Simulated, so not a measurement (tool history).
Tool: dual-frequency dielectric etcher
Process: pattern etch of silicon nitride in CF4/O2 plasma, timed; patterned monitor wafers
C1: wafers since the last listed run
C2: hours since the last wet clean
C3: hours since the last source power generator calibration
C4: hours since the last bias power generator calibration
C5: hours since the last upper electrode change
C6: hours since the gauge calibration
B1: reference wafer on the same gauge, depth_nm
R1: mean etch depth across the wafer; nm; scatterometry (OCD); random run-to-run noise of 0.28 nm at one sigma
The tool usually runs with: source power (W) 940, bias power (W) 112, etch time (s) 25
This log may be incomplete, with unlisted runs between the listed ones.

run 1 hour=0 | source_power_(W)=940 bias_power_(W)=112 etch_time_(s)=25 | C1=0 C2=349.2 C3=2071.2 C4=2625.9 C5=4778 C6=273.6 | B1=72.5 | R1=69.5
run 2 hour=14 | source_power_(W)=940 bias_power_(W)=112 etch_time_(s)=23 | C1=236 C2=363.2 C3=2085.2 C4=2639.9 C5=4792 C6=287.6 | B1=72.6 | R1=64
run 3 hour=32.7 | source_power_(W)=940 bias_power_(W)=112 etch_time_(s)=25 | C1=316 C2=381.9 C3=2103.9 C4=2658.6 C5=4810.7 C6=306.3 | B1=72.5 | R1=69.8
run 4 hour=46.1 | source_power_(W)=940 bias_power_(W)=112 etch_time_(s)=25 | C1=226 C2=395.3 C3=2117.3 C4=2672 C5=4824.1 C6=319.7 | B1=72.4 | R1=69.7
run 5 hour=73 | source_power_(W)=780 bias_power_(W)=112 etch_time_(s)=19 | C1=455 C2=422.2 C3=2144.2 C4=2698.9 C5=4851 C6=346.6 | B1=72.4 | R1=46.1
run 6 hour=80 | source_power_(W)=830 bias_power_(W)=112 etch_time_(s)=25 | C1=118 C2=429.2 C3=2151.2 C4=2705.9 C5=4858 C6=353.6 | B1=72.4 | R1=63.5
run 7 hour=86.9 | source_power_(W)=830 bias_power_(W)=112 etch_time_(s)=25 | C1=116 C2=436.1 C3=2158.1 C4=2712.8 C5=4864.9 C6=360.5 | B1=72.5 | R1=63.4
run 8 hour=104.2 | source_power_(W)=940 bias_power_(W)=112 etch_time_(s)=25 | C1=292 C2=453.4 C3=2175.4 C4=2730.1 C5=4882.2 C6=377.8 | B1=72.5 | R1=70.5
-- hour=133.1 wet clean of the chamber
run 9 hour=133.6 | source_power_(W)=940 bias_power_(W)=112 etch_time_(s)=25 | C1=91 C2=0.5 C3=2204.8 C4=2759.5 C5=4911.6 C6=407.2 | B1=72.5 | R1=68.1
run 10 hour=133.9 | source_power_(W)=940 bias_power_(W)=112 etch_time_(s)=25 | C1=5 C2=0.8 C3=2205.1 C4=2759.8 C5=4911.9 C6=407.5 | B1=72.6 | R1=67.8
run 11 hour=137.4 | source_power_(W)=940 bias_power_(W)=112 etch_time_(s)=25 | C1=59 C2=4.3 C3=2208.6 C4=2763.3 C5=4915.4 C6=411 | B1=72.5 | R1=67.6
run 12 hour=154.9 | source_power_(W)=940 bias_power_(W)=112 etch_time_(s)=25 | C1=296 C2=21.8 C3=2226.1 C4=2780.8 C5=4932.9 C6=428.5 | B1=72.5 | R1=67.3
run 13 hour=168.9 | source_power_(W)=940 bias_power_(W)=112 etch_time_(s)=25 | C1=236 C2=35.8 C3=2240.1 C4=2794.8 C5=4946.9 C6=442.5 | B1=72.3 | R1=68.1
run 14 hour=179.1 | source_power_(W)=940 bias_power_(W)=112 etch_time_(s)=25 | C1=172 C2=46 C3=2250.3 C4=2805 C5=4957.1 C6=452.7 | B1=72.5 | R1=67.9
run 15 hour=191 | source_power_(W)=940 bias_power_(W)=112 etch_time_(s)=28.5 | C1=201 C2=57.9 C3=2262.2 C4=2816.9 C5=4969 C6=464.6 | B1=72.4 | R1=77.6
run 16 hour=203.9 | source_power_(W)=940 bias_power_(W)=123 etch_time_(s)=25 | C1=218 C2=70.8 C3=2275.1 C4=2829.8 C5=4981.9 C6=477.5 | B1=72.4 | R1=70.4
run 17 hour=211.8 | source_power_(W)=1120 bias_power_(W)=89 etch_time_(s)=28 | C1=133 C2=78.7 C3=2283 C4=2837.7 C5=4989.8 C6=485.4 | B1=72.4 | R1=82.1
run 18 hour=218.4 | source_power_(W)=800 bias_power_(W)=134 etch_time_(s)=19 | C1=111 C2=85.3 C3=2289.6 C4=2844.3 C5=4996.4 C6=492 | B1=72.5 | R1=48.6
run 19 hour=236.4 | source_power_(W)=940 bias_power_(W)=112 etch_time_(s)=25 | C1=304 C2=103.3 C3=2307.6 C4=2862.3 C5=5014.4 C6=510 | B1=72.6 | R1=68.4
run 20 hour=243.9 | source_power_(W)=870 bias_power_(W)=112 etch_time_(s)=18 | C1=126 C2=110.8 C3=2315.1 C4=2869.8 C5=5021.9 C6=517.5 | B1=72.6 | R1=46.3
-- hour=247.9 gauge calibrated
-- hour=263.1 bias power generator calibrated
run 21 hour=263.6 | source_power_(W)=1080 bias_power_(W)=103 etch_time_(s)=28.5 | C1=265 C2=130.5 C3=2334.8 C4=0.5 C5=5041.6 C6=15.7 | B1=72.5 | R1=85.1
run 22 hour=277.2 | source_power_(W)=1130 bias_power_(W)=112 etch_time_(s)=25 | C1=230 C2=144.1 C3=2348.4 C4=14.1 C5=5055.2 C6=29.3 | B1=72.5 | R1=79.8
run 23 hour=294.7 | source_power_(W)=940 bias_power_(W)=112 etch_time_(s)=28.5 | C1=296 C2=161.6 C3=2365.9 C4=31.6 C5=5072.7 C6=46.8 | B1=72.5 | R1=78.3
-- hour=321.4 source power generator calibrated
-- hour=323.1 upper electrode replaced
run 24 hour=323.6 | source_power_(W)=710 bias_power_(W)=103 etch_time_(s)=18 | C1=394 C2=190.5 C3=2.2 C4=60.5 C5=0.5 C6=75.7 | B1=72.5 | R1=38.5
run 25 hour=323.9 | source_power_(W)=1010 bias_power_(W)=112 etch_time_(s)=17.5 | C1=5 C2=190.8 C3=2.5 C4=60.8 C5=0.8 C6=76 | B1=72.5 | R1=51
run 26 hour=370.6 | source_power_(W)=940 bias_power_(W)=129 etch_time_(s)=29.5 | C1=790 C2=237.5 C3=49.2 C4=107.5 C5=47.5 C6=122.7 | B1=72.5 | R1=85.9
run 27 hour=379.6 | source_power_(W)=1160 bias_power_(W)=96 etch_time_(s)=25 | C1=152 C2=246.5 C3=58.2 C4=116.5 C5=56.5 C6=131.7 | B1=72.5 | R1=78.1
run 28 hour=392.2 | source_power_(W)=1080 bias_power_(W)=103 etch_time_(s)=28.5 | C1=213 C2=259.1 C3=70.8 C4=129.1 C5=69.1 C6=144.3 | B1=72.4 | R1=85.7
run 29 hour=404 | source_power_(W)=940 bias_power_(W)=91 etch_time_(s)=27.5 | C1=199 C2=270.9 C3=82.6 C4=140.9 C5=80.9 C6=156.1 | B1=72.5 | R1=71.8

Branching from run 29: 5 alternative next runs. What would each branch give?
run A hour=404.4 | source_power_(W)=1060 bias_power_(W)=112 etch_time_(s)=25 | C1=6 C2=271.3 C3=83 C4=141.3 C5=81.3 C6=156.5 | B1=? | R1=?
run B hour=404.4 | source_power_(W)=720 bias_power_(W)=112 etch_time_(s)=25 | C1=6 C2=271.3 C3=83 C4=141.3 C5=81.3 C6=156.5 | B1=? | R1=?
run C hour=404.4 | source_power_(W)=940 bias_power_(W)=123 etch_time_(s)=31.5 | C1=6 C2=271.3 C3=83 C4=141.3 C5=81.3 C6=156.5 | B1=? | R1=?
run D hour=404.4 | source_power_(W)=750 bias_power_(W)=94 etch_time_(s)=25 | C1=6 C2=271.3 C3=83 C4=141.3 C5=81.3 C6=156.5 | B1=? | R1=?
run E hour=404.4 | source_power_(W)=940 bias_power_(W)=102 etch_time_(s)=22 | C1=6 C2=271.3 C3=83 C4=141.3 C5=81.3 C6=156.5 | B1=? | R1=?

run=A B1=72.4 R1=76.5
run=B B1=72.4 R1=56.1
run=C B1=72.4 R1=90.1
run=D B1=72.4 R1=54.7
run=E B1=72.4 R1=59.2
Without the tool's hidden state the same runs would have given:
run=A R1=74.7
run=B R1=54.8
run=C R1=88.1
run=D R1=53.5
run=E R1=57.9
